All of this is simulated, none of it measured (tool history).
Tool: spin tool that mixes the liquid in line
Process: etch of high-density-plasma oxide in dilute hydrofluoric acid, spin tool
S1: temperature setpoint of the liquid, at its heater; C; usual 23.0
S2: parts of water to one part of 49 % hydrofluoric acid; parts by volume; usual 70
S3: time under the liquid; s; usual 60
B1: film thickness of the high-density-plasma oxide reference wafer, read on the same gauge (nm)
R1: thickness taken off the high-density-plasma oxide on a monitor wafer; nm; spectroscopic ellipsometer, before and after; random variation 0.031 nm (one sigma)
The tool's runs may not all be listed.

| run | hour | S1 | S2 | S3 | B1 | R1 |
|---|---|---|---|---|---|---|
| 1 | 0.0 | 23.0 | 80 | 70 | 71.899 | 4.704 |
|  | 58.2 | hydrofluoric acid flow meter replaced |
| 2 | 67.0 | 23.0 | 50 | 60 | 72.170 | 6.699 |
| 3 | 96.2 | 23.0 | 50 | 60 | 72.284 | 6.753 |
| 4 | 138.5 | 23.0 | 50 | 60 | 72.501 | 6.821 |
| 5 | 199.1 | 26.5 | 70 | 60 | 72.756 | 5.482 |
| 6 | 242.7 | 26.5 | 70 | 60 | 72.974 | 5.390 |
| 7 | 291.4 | 23.0 | 70 | 60 | 73.140 | 4.803 |
| 8 | 320.3 | 23.0 | 70 | 60 | 73.329 | 4.767 |
| 9 | 367.2 | 23.0 | 70 | 60 | 73.549 | 4.830 |
| 10 | 415.7 | 23.0 | 70 | 60 | 73.795 | 4.792 |
| 11 | 465.5 | 23.0 | 70 | 60 | 74.117 | 4.818 |
|  | 494.9 | gauge calibrated |
| 12 | 504.3 | 20.0 | 70 | 60 | 70.023 | 4.048 |
| 13 | 547.2 | 20.0 | 70 | 60 | 70.008 | 4.035 |
| 14 | 589.4 | 23.0 | 70 | 60 | 70.021 | 4.550 |
| 15 | 772.1 | 24.5 | 40 | 35 | 70.126 | 5.132 |
| 16 | 814.8 | 21.5 | 50 | 75 | 70.174 | 7.615 |
| 17 | 869.1 | 23.0 | 70 | 90 | 70.257 | 6.931 |
|  | 884.5 | hydrofluoric acid flow meter replaced |
|  | 900.4 | thermometer replaced |
| 18 | 922.3 | 23.0 | 70 | 35 | 70.321 | 2.670 |
| 19 | 957.0 | 20.0 | 55 | 60 | 70.457 | 5.273 |
| 20 | 1010.3 | 23.0 | 70 | 50 | 70.544 | 3.865 |
| 21 | 1046.3 | 23.0 | 70 | 75 | 70.582 | 5.790 |
| 22 | 1101.2 | 18.0 | 90 | 85 | 70.753 | 4.031 |
| 23 | 1167.2 | 26.5 | 40 | 60 | 70.839 | 9.753 |
| 24 | 1209.0 | 23.0 | 70 | 60 | 71.012 | 4.618 |
| 25 | 1249.6 | 23.0 | 70 | 60 | 71.142 | 4.642 |
| 26 | 1297.1 | 18.5 | 70 | 30 | 71.253 | 1.910 |
| 27 | 1353.6 | 23.0 | 40 | 75 | 71.498 | 10.693 |
| 28 | 1391.4 | 23.0 | 70 | 60 | 71.575 | 4.702 |
| 29 | 1444.1 | 23.0 | 50 | 75 | 71.785 | 8.356 |
| 30 | 1500.5 | 21.0 | 100 | 50 | 71.993 | 2.447 |
|  | 1533.7 | hydrofluoric acid flow meter replaced |
| 31 | 1541.4 | 23.0 | 70 | 60 | 72.168 | 4.724 |
| 32 | 1598.3 | 23.0 | 70 | 60 | 72.367 | 4.742 |

What the log doesn't show, run by run:
liquid hotter than its thermometer reads (K): 0 in every run
hydrofluoric acid flow above the setpoint (%): 0 in every run
H1: gauge reads high (%)
| run | H1 |
|---|---|
| 1 | 2.73 |
| 2 | 3.11 |
| 3 | 3.28 |
| 4 | 3.54 |
| 5 | 3.92 |
| 6 | 4.21 |
| 7 | 4.55 |
| 8 | 4.76 |
| 9 | 5.1 |
| 10 | 5.48 |
| 11 | 5.87 |
| 12 | -0.00373 |
| 13 | 0.00376 |
| 14 | 0.0213 |
| 15 | 0.214 |
| 16 | 0.286 |
| 17 | 0.393 |
| 18 | 0.514 |
| 19 | 0.601 |
| 20 | 0.749 |
| 21 | 0.857 |
| 22 | 1.04 |
| 23 | 1.28 |
| 24 | 1.44 |
| 25 | 1.61 |
| 26 | 1.82 |
| 27 | 2.09 |
| 28 | 2.27 |
| 29 | 2.55 |
| 30 | 2.86 |
| 31 | 3.1 |
| 32 | 3.45 |
